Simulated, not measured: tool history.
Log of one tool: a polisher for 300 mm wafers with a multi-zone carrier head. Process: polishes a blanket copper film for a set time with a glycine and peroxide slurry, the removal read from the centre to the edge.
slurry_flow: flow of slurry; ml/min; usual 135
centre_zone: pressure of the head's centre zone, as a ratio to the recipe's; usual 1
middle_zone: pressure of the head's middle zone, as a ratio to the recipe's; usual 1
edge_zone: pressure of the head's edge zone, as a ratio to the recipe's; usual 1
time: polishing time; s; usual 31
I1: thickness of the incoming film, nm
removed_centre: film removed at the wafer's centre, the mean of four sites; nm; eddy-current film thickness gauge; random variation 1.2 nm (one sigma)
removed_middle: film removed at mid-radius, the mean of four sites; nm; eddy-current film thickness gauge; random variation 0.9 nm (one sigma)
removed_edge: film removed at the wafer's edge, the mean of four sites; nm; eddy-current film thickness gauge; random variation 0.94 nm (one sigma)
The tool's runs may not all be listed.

{"run": 1, "hour": 0.0, "slurry_flow": 135, "centre_zone": 1, "middle_zone": 1, "edge_zone": 1, "time": 31, "I1": 2340.9, "removed_centre": 90, "removed_middle": 94.5, "removed_edge": 98.8}
{"run": 2, "hour": 13.6, "slurry_flow": 135, "centre_zone": 1, "middle_zone": 1, "edge_zone": 1, "time": 31, "I1": 2358.1, "removed_centre": 91, "removed_middle": 92.1, "removed_edge": 99}
{"run": 3, "hour": 43.0, "slurry_flow": 135, "centre_zone": 1, "middle_zone": 1, "edge_zone": 1, "time": 31, "I1": 2324.5, "removed_centre": 87.9, "removed_middle": 92, "removed_edge": 97.8}
{"run": 4, "hour": 56.1, "slurry_flow": 135, "centre_zone": 1, "middle_zone": 1, "edge_zone": 1, "time": 31, "I1": 2350.9, "removed_centre": 88.9, "removed_middle": 91.7, "removed_edge": 96}
{"run": 5, "hour": 70.7, "slurry_flow": 135, "centre_zone": 1, "middle_zone": 1, "edge_zone": 1, "time": 31, "I1": 2349, "removed_centre": 89.6, "removed_middle": 91.9, "removed_edge": 97.6}
{"hour": 84.0, "done": "slurry nozzle cleaned"}
{"hour": 96.7, "done": "worn pad replaced by a new one"}
{"run": 6, "hour": 103.7, "slurry_flow": 135, "centre_zone": 0.95, "middle_zone": 1, "edge_zone": 1, "time": 31, "I1": 2377.5, "removed_centre": 99.2, "removed_middle": 106, "removed_edge": 107.1}
{"run": 7, "hour": 117.8, "slurry_flow": 135, "centre_zone": 1, "middle_zone": 1, "edge_zone": 1, "time": 31, "I1": 2325.4, "removed_centre": 101.9, "removed_middle": 105.9, "removed_edge": 105.8}
{"run": 8, "hour": 135.4, "slurry_flow": 135, "centre_zone": 0.95, "middle_zone": 1.08, "edge_zone": 1, "time": 31, "I1": 2320.3, "removed_centre": 99.8, "removed_middle": 112.8, "removed_edge": 106}
{"run": 9, "hour": 149.2, "slurry_flow": 175, "centre_zone": 1, "middle_zone": 1, "edge_zone": 0.89, "time": 31, "I1": 2318.6, "removed_centre": 107.6, "removed_middle": 111.1, "removed_edge": 105.4}
{"hour": 161.8, "done": "edge zone pressure recalibrated"}
{"hour": 169.7, "done": "carrier head's membrane replaced by a new one"}
{"run": 10, "hour": 175.5, "slurry_flow": 135, "centre_zone": 1, "middle_zone": 1, "edge_zone": 1, "time": 31, "I1": 2340.6, "removed_centre": 102.7, "removed_middle": 104.1, "removed_edge": 105}
{"run": 11, "hour": 196.1, "slurry_flow": 115, "centre_zone": 0.94, "middle_zone": 0.9, "edge_zone": 1, "time": 31, "I1": 2360, "removed_centre": 92.7, "removed_middle": 93.5, "removed_edge": 103.6}
{"hour": 205.8, "done": "centre zone pressure recalibrated"}
{"run": 12, "hour": 214.1, "slurry_flow": 110, "centre_zone": 1.05, "middle_zone": 0.91, "edge_zone": 0.88, "time": 31, "I1": 2331.7, "removed_centre": 101.7, "removed_middle": 92.7, "removed_edge": 97.2}
{"hour": 229.0, "done": "worn pad replaced by a new one"}
{"run": 13, "hour": 235.4, "slurry_flow": 175, "centre_zone": 1, "middle_zone": 1, "edge_zone": 1, "time": 22, "I1": 2322.5, "removed_centre": 78.8, "removed_middle": 78.5, "removed_edge": 77}
{"run": 14, "hour": 267.7, "slurry_flow": 175, "centre_zone": 1, "middle_zone": 1, "edge_zone": 1, "time": 22, "I1": 2340.1, "removed_centre": 75.2, "removed_middle": 76.2, "removed_edge": 75.9}

Forecast each of these 5 alternatives for the next run:
{"run": "A", "hour": 268.1, "slurry_flow": 135, "centre_zone": 1, "middle_zone": 1, "edge_zone": 1, "time": 31, "I1": 2307.1, "removed_centre": "?", "removed_middle": "?", "removed_edge": "?"}
{"run": "B", "hour": 268.1, "slurry_flow": 135, "centre_zone": 1, "middle_zone": 1, "edge_zone": 1, "time": 36, "I1": 2307.1, "removed_centre": "?", "removed_middle": "?", "removed_edge": "?"}
{"run": "C", "hour": 268.1, "slurry_flow": 160, "centre_zone": 1, "middle_zone": 0.92, "edge_zone": 1, "time": 31, "I1": 2307.1, "removed_centre": "?", "removed_middle": "?", "removed_edge": "?"}
{"run": "D", "hour": 268.1, "slurry_flow": 135, "centre_zone": 0.95, "middle_zone": 0.92, "edge_zone": 1, "time": 39, "I1": 2307.1, "removed_centre": "?", "removed_middle": "?", "removed_edge": "?"}
{"run": "E", "hour": 268.1, "slurry_flow": 135, "centre_zone": 0.91, "middle_zone": 1, "edge_zone": 1, "time": 31, "I1": 2307.1, "removed_centre": "?", "removed_middle": "?", "removed_edge": "?"}

run=A removed_centre=102 removed_middle=104.2 removed_edge=105.5
run=B removed_centre=118.5 removed_middle=121 removed_edge=122.5
run=C removed_centre=106 removed_middle=100.9 removed_edge=108.2
run=D removed_centre=121.8 removed_middle=122.7 removed_edge=132.9
run=E removed_centre=92.8 removed_middle=104.3 removed_edge=105.5
Without the tool's hidden state the same runs would have given:
run=A removed_centre=104.5 removed_middle=106.4 removed_edge=107.1
run=B removed_centre=121.3 removed_middle=123.6 removed_edge=124.4
run=C removed_centre=108.1 removed_middle=102.7 removed_edge=109.6
run=D removed_centre=124.8 removed_middle=125.3 removed_edge=134.9
run=E removed_centre=95 removed_middle=106.5 removed_edge=107.1
